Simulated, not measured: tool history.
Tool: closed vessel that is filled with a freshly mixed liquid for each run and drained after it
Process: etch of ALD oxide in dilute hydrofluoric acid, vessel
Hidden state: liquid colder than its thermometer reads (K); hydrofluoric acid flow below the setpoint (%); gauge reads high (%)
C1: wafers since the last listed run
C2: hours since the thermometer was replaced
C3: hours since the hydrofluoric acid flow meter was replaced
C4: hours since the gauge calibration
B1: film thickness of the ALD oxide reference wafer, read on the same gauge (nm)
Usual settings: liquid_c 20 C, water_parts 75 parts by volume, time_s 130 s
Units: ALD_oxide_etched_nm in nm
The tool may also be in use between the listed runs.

{"run": 1, "hour": 0.0, "liquid_c": 20, "water_parts": 75, "time_s": 130, "C1": 0, "C2": 1553.4, "C3": 1653.6, "C4": 778.2, "B1": 59.98, "ALD_oxide_etched_nm": 16.29}
{"hour": 11.8, "done": "gauge calibrated"}
{"run": 2, "hour": 92.4, "liquid_c": 20, "water_parts": 75, "time_s": 130, "C1": 11564, "C2": 1645.8, "C3": 1746, "C4": 80.6, "B1": 60.01, "ALD_oxide_etched_nm": 15.98}
{"run": 3, "hour": 273.8, "liquid_c": 20, "water_parts": 75, "time_s": 130, "C1": 22704, "C2": 1827.2, "C3": 1927.4, "C4": 262, "B1": 60, "ALD_oxide_etched_nm": 15.82}
{"run": 4, "hour": 312.8, "liquid_c": 20, "water_parts": 75, "time_s": 130, "C1": 4881, "C2": 1866.2, "C3": 1966.4, "C4": 301, "B1": 60, "ALD_oxide_etched_nm": 16.03}
{"hour": 344.1, "done": "hydrofluoric acid flow meter replaced"}
{"run": 5, "hour": 410.9, "liquid_c": 20, "water_parts": 75, "time_s": 130, "C1": 12153, "C2": 1964.3, "C3": 66.8, "C4": 399.1, "B1": 60, "ALD_oxide_etched_nm": 15.75}
{"run": 6, "hour": 499.1, "liquid_c": 20, "water_parts": 105, "time_s": 130, "C1": 11039, "C2": 2052.5, "C3": 155, "C4": 487.3, "B1": 59.99, "ALD_oxide_etched_nm": 10.98}
{"run": 7, "hour": 549.7, "liquid_c": 20, "water_parts": 105, "time_s": 130, "C1": 6333, "C2": 2103.1, "C3": 205.6, "C4": 537.9, "B1": 60, "ALD_oxide_etched_nm": 10.78}
{"run": 8, "hour": 642.9, "liquid_c": 17, "water_parts": 40, "time_s": 60, "C1": 11664, "C2": 2196.3, "C3": 298.8, "C4": 631.1, "B1": 60, "ALD_oxide_etched_nm": 12.27}
{"run": 9, "hour": 718.2, "liquid_c": 22, "water_parts": 75, "time_s": 165, "C1": 9424, "C2": 2271.6, "C3": 374.1, "C4": 706.4, "B1": 60.02, "ALD_oxide_etched_nm": 21.18}
{"hour": 781.0, "done": "gauge calibrated"}
{"hour": 802.8, "done": "thermometer replaced"}
{"run": 10, "hour": 818.8, "liquid_c": 17, "water_parts": 75, "time_s": 180, "C1": 12465, "C2": 16, "C3": 474.7, "C4": 37.8, "B1": 60.01, "ALD_oxide_etched_nm": 21.01}
{"run": 11, "hour": 857.9, "liquid_c": 17.5, "water_parts": 110, "time_s": 180, "C1": 4893, "C2": 55.1, "C3": 513.8, "C4": 76.9, "B1": 59.99, "ALD_oxide_etched_nm": 13.94}
{"run": 12, "hour": 944.7, "liquid_c": 21.5, "water_parts": 75, "time_s": 130, "C1": 10863, "C2": 141.9, "C3": 600.6, "C4": 163.7, "B1": 59.98, "ALD_oxide_etched_nm": 18.21}
{"run": 13, "hour": 1035.6, "liquid_c": 20, "water_parts": 75, "time_s": 130, "C1": 11377, "C2": 232.8, "C3": 691.5, "C4": 254.6, "B1": 60.01, "ALD_oxide_etched_nm": 17.18}
{"run": 14, "hour": 1105.2, "liquid_c": 20, "water_parts": 75, "time_s": 130, "C1": 8711, "C2": 302.4, "C3": 761.1, "C4": 324.2, "B1": 60, "ALD_oxide_etched_nm": 16.81}

5 ways to go on from here, each from the tool as it stands after run 14. What would each give?
{"run": "A", "hour": 1105.9, "liquid_c": 20, "water_parts": 75, "time_s": 185, "C1": 87, "C2": 303.1, "C3": 761.8, "C4": 324.9, "B1": "?", "ALD_oxide_etched_nm": "?"}
{"run": "B", "hour": 1105.9, "liquid_c": 24, "water_parts": 75, "time_s": 130, "C1": 87, "C2": 303.1, "C3": 761.8, "C4": 324.9, "B1": "?", "ALD_oxide_etched_nm": "?"}
{"run": "C", "hour": 1105.9, "liquid_c": 22, "water_parts": 55, "time_s": 170, "C1": 87, "C2": 303.1, "C3": 761.8, "C4": 324.9, "B1": "?", "ALD_oxide_etched_nm": "?"}
{"run": "D", "hour": 1105.9, "liquid_c": 17.5, "water_parts": 95, "time_s": 105, "C1": 87, "C2": 303.1, "C3": 761.8, "C4": 324.9, "B1": "?", "ALD_oxide_etched_nm": "?"}
{"run": "E", "hour": 1105.9, "liquid_c": 20, "water_parts": 75, "time_s": 175, "C1": 87, "C2": 303.1, "C3": 761.8, "C4": 324.9, "B1": "?", "ALD_oxide_etched_nm": "?"}

run=A B1=60 ALD_oxide_etched_nm=24.18
run=B B1=60 ALD_oxide_etched_nm=20.04
run=C B1=60 ALD_oxide_etched_nm=33.75
run=D B1=60 ALD_oxide_etched_nm=9.54
run=E B1=60 ALD_oxide_etched_nm=22.88
Without the tool's hidden state the same runs would have given:
run=A ALD_oxide_etched_nm=24.52
run=B ALD_oxide_etched_nm=20.31
run=C ALD_oxide_etched_nm=34.21
run=D ALD_oxide_etched_nm=9.68
run=E ALD_oxide_etched_nm=23.2
